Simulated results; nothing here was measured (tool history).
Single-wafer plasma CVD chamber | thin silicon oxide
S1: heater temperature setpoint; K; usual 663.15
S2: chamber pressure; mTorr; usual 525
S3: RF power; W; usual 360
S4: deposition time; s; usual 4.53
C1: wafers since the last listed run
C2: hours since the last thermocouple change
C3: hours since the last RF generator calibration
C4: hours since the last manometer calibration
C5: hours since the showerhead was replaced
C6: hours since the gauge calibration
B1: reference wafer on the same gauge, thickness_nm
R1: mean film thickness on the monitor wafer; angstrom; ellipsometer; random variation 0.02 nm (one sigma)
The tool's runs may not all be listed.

run,hour,S1,S2,S3,S4,C1,C2,C3,C4,C5,C6,B1,R1
1,0,663.15,525,360,4.53,0,1764.7,2289.2,1063.1,4051.5,116.2,7.274,67.43
2,14.4,663.15,525,400,4.53,628,1779.1,2303.6,1077.5,4065.9,130.6,7.272,69.69
3,29,663.15,525,400,4.53,637,1793.7,2318.2,1092.1,4080.5,145.2,7.275,69.82
4,39.9,663.15,525,400,4.53,475,1804.6,2329.1,1103,4091.4,156.1,7.27,69.72
# hour 41.3: gauge calibrated
5,56.6,653.15,525,360,4.53,729,1821.3,2345.8,1119.7,4108.1,15.3,7.274,68.02
6,74.2,653.15,525,360,4.53,768,1838.9,2363.4,1137.3,4125.7,32.9,7.276,67.79
7,85.3,663.15,525,360,4.53,484,1850,2374.5,1148.4,4136.8,44,7.273,67.56
8,102.5,663.15,525,360,4.53,750,1867.2,2391.7,1165.6,4154,61.2,7.269,67.47
# hour 113.7: thermocouple changed; heater temperature recalibrated
9,115.3,672.15,525,360,4.53,209,1.6,2404.5,1178.4,4166.8,74,7.271,67.02
10,122.8,663.15,525,360,4.53,327,9.1,2412,1185.9,4174.3,81.5,7.271,67.32
# hour 133.8: showerhead replaced
11,134.9,676.15,525,360,4.53,179,21.2,2424.1,1198,1.1,93.6,7.271,67.14
# hour 145.5: RF generator calibrated
12,152.4,663.15,639,305,4.53,414,38.7,6.9,1215.5,18.6,111.1,7.271,77.49
# hour 165.3: capacitance manometer re-zeroed and calibrated
13,167.3,675.15,575,335,5.12,301,53.6,21.8,2,33.5,126,7.271,68.26
14,184.7,650.15,490,340,4.53,759,71,39.2,19.4,50.9,143.4,7.275,52.41
# hour 193.9: gauge calibrated
15,198.1,663.15,525,390,4.53,585,84.4,52.6,32.8,64.3,4.2,7.273,58.96
# hour 206.1: capacitance manometer re-zeroed and calibrated, repeated, since the last time left the tool worse
16,214.7,675.15,575,335,5.12,375,101,69.2,8.6,80.9,20.8,7.274,76.87
17,229.8,652.15,465,360,4.53,659,116.1,84.3,23.7,96,35.9,7.274,57.27
18,246.1,663.15,525,290,4.53,711,132.4,100.6,40,112.3,52.2,7.269,59.41
19,257.5,663.15,525,320,4.53,497,143.8,112,51.4,123.7,63.6,7.273,61.62

3 ways to go on from here, each from the tool as it stands after run 19. What would each give?
A,257.9,663.15,525,360,4.53,17,144.2,112.4,51.8,124.1,64,?,?
B,257.9,663.15,525,315,3.88,17,144.2,112.4,51.8,124.1,64,?,?
C,257.9,663.15,525,340,4.53,17,144.2,112.4,51.8,124.1,64,?,?

run,B1,R1
A,7.269,64.51
B,7.269,52.62
C,7.269,63.17
Without the tool's hidden state the same runs would have given:
run,R1
A,63.68
B,51.94
C,62.36

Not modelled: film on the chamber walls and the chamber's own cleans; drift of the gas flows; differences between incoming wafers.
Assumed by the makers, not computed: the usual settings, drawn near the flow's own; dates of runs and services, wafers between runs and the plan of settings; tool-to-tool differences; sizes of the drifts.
